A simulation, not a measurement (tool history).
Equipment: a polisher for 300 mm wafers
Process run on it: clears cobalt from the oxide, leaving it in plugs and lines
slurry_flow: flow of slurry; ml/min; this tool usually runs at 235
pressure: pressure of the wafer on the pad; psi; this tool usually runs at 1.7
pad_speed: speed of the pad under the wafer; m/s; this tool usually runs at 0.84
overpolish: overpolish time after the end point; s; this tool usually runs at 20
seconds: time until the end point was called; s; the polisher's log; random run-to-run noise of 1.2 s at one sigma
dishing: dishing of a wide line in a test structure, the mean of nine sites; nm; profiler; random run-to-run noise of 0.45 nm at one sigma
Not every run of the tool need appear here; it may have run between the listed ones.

| run | hour | slurry_flow | pressure | pad_speed | overpolish | wafers since the last listed run | wafers polished on this pad | hours since the slurry nozzle was cleaned | hours since the head pressure was calibrated | incoming thickness of the incoming film, nm | seconds | dishing |
|---|---|---|---|---|---|---|---|---|---|---|---|---|
| 1 | 0.0 | 255 | 1.7 | 0.84 | 20 | 0 | 7232 | 308.0 | 602.5 | 329.9 | 90.2 | 44.9 |
|  | 69.2 | worn pad replaced by a new one |
| 2 | 103.1 | 255 | 1.7 | 0.84 | 20 | 1137 | 389 | 411.1 | 705.6 | 333.5 | 91.2 | 45.0 |
| 3 | 154.6 | 255 | 1.7 | 0.84 | 20 | 591 | 980 | 462.6 | 757.1 | 337.0 | 91.5 | 44.6 |
| 4 | 258.9 | 235 | 1.7 | 0.84 | 20 | 1197 | 2177 | 566.9 | 861.4 | 328.0 | 89.8 | 45.2 |
|  | 305.6 | slurry nozzle cleaned |
| 5 | 333.1 | 235 | 1.7 | 0.84 | 20 | 840 | 3017 | 27.5 | 935.6 | 326.1 | 89.9 | 44.1 |
| 6 | 406.9 | 235 | 1.7 | 0.84 | 20 | 847 | 3864 | 101.3 | 1009.4 | 330.8 | 90.1 | 45.0 |
|  | 466.9 | head pressure recalibrated |
| 7 | 499.5 | 235 | 1.7 | 0.84 | 20 | 1039 | 4904 | 193.9 | 32.6 | 329.2 | 93.4 | 44.1 |
| 8 | 607.3 | 235 | 1.7 | 0.84 | 20 | 1237 | 6142 | 301.7 | 140.4 | 336.6 | 94.4 | 43.5 |
| 9 | 693.1 | 235 | 1.7 | 0.84 | 20 | 984 | 7126 | 387.5 | 226.2 | 330.9 | 91.7 | 44.2 |
| 10 | 742.9 | 235 | 1.7 | 0.84 | 20 | 571 | 7698 | 437.3 | 276.0 | 332.5 | 90.3 | 44.8 |
|  | 762.8 | worn pad replaced by a new one |
| 11 | 847.1 | 235 | 1.7 | 0.84 | 20 | 1150 | 967 | 541.5 | 380.2 | 332.2 | 90.7 | 44.7 |
|  | 921.0 | slurry nozzle cleaned |
| 12 | 949.5 | 235 | 1.7 | 0.84 | 20 | 1163 | 2131 | 28.5 | 482.6 | 330.8 | 89.8 | 43.8 |
| 13 | 991.4 | 180 | 1.7 | 0.84 | 20 | 480 | 2612 | 70.4 | 524.5 | 324.1 | 92.1 | 44.3 |
| 14 | 1098.7 | 235 | 2.0 | 0.98 | 20 | 1231 | 3844 | 177.7 | 631.8 | 330.6 | 70.4 | 49.7 |
| 15 | 1158.9 | 235 | 1.7 | 0.84 | 20 | 690 | 4534 | 237.9 | 692.0 | 332.9 | 91.3 | 44.1 |
| 16 | 1260.8 | 210 | 1.7 | 1.02 | 26 | 1169 | 5704 | 339.8 | 793.9 | 328.4 | 73.8 | 53.3 |
|  | 1352.4 | head pressure recalibrated |
| 17 | 1368.9 | 235 | 1.7 | 0.84 | 20 | 1217 | 6922 | 447.9 | 16.5 | 326.7 | 91.8 | 44.5 |
|  | 1436.9 | worn pad replaced by a new one |
| 18 | 1484.4 | 175 | 1.9 | 0.94 | 31 | 1279 | 545 | 563.4 | 132.0 | 332.4 | 79.6 | 54.8 |
| 19 | 1537.5 | 280 | 1.7 | 0.84 | 15 | 609 | 1154 | 616.5 | 185.1 | 325.3 | 88.0 | 38.6 |
|  | 1539.1 | slurry nozzle cleaned |
| 20 | 1599.2 | 310 | 1.7 | 0.84 | 20 | 696 | 1851 | 60.1 | 246.8 | 331.9 | 89.5 | 44.9 |
| 21 | 1687.1 | 235 | 1.3 | 0.64 | 20 | 1008 | 2860 | 148.0 | 334.7 | 329.3 | 144.9 | 33.9 |
| 22 | 1739.7 | 235 | 1.7 | 0.84 | 20 | 603 | 3464 | 200.6 | 387.3 | 329.7 | 89.8 | 44.1 |
| 23 | 1824.1 | 235 | 1.7 | 0.84 | 20 | 968 | 4432 | 285.0 | 471.7 | 332.1 | 92.3 | 44.1 |
| 24 | 1912.9 | 260 | 2.2 | 0.68 | 31 | 1019 | 5452 | 373.8 | 560.5 | 334.3 | 91.8 | 52.9 |
| 25 | 1993.6 | 235 | 1.7 | 0.84 | 20 | 926 | 6378 | 454.5 | 641.2 | 327.2 | 89.3 | 43.5 |
| 26 | 2051.3 | 195 | 1.7 | 0.96 | 17 | 662 | 7040 | 512.2 | 698.9 | 332.9 | 81.5 | 43.1 |
|  | 2089.9 | worn pad replaced by a new one |
| 27 | 2126.8 | 235 | 1.7 | 0.56 | 20 | 820 | 423 | 587.7 | 774.4 | 328.1 | 134.5 | 34.8 |
| 28 | 2197.6 | 235 | 1.4 | 0.84 | 30 | 812 | 1235 | 658.5 | 845.2 | 331.2 | 106.5 | 50.4 |
|  | 2215.7 | slurry nozzle cleaned |
| 29 | 2265.1 | 175 | 1.4 | 0.70 | 24 | 763 | 1998 | 49.4 | 912.7 | 331.5 | 128.9 | 40.1 |
|  | 2317.6 | head pressure recalibrated |
| 30 | 2364.6 | 165 | 1.3 | 0.84 | 27 | 1119 | 3118 | 148.9 | 47.0 | 330.7 | 113.3 | 47.1 |
| 31 | 2407.1 | 235 | 1.7 | 0.84 | 29 | 487 | 3605 | 191.4 | 89.5 | 335.0 | 91.2 | 51.6 |
| 32 | 2465.7 | 235 | 1.7 | 0.84 | 20 | 672 | 4278 | 250.0 | 148.1 | 336.4 | 91.6 | 44.6 |
| 33 | 2553.9 | 235 | 1.7 | 0.84 | 20 | 1012 | 5290 | 338.2 | 236.3 | 325.2 | 89.3 | 45.0 |

Take each entry between the runs: how does the hidden state at the last listed run before it differ from the hidden state at the first listed run after it?
Runs 1 to 2: worn pad replaced by a new one (hour 69.2)
  no difference in the tool's unlogged condition between these two runs
Runs 4 to 5: slurry nozzle cleaned (hour 305.6)
  no difference in the tool's unlogged condition between these two runs
Runs 6 to 7: head pressure recalibrated (hour 466.9)
  no difference in the tool's unlogged condition between these two runs
Runs 10 to 11: worn pad replaced by a new one (hour 762.8)
  no difference in the tool's unlogged condition between these two runs
Runs 11 to 12: slurry nozzle cleaned (hour 921.0)
  no difference in the tool's unlogged condition between these two runs
Runs 16 to 17: head pressure recalibrated (hour 1352.4)
  no difference in the tool's unlogged condition between these two runs
Runs 17 to 18: worn pad replaced by a new one (hour 1436.9)
  no difference in the tool's unlogged condition between these two runs
Runs 19 to 20: slurry nozzle cleaned (hour 1539.1)
  no difference in the tool's unlogged condition between these two runs
Runs 26 to 27: worn pad replaced by a new one (hour 2089.9)
  no difference in the tool's unlogged condition between these two runs
Runs 28 to 29: slurry nozzle cleaned (hour 2215.7)
  no difference in the tool's unlogged condition between these two runs
Runs 29 to 30: head pressure recalibrated (hour 2317.6)
  no difference in the tool's unlogged condition between these two runs
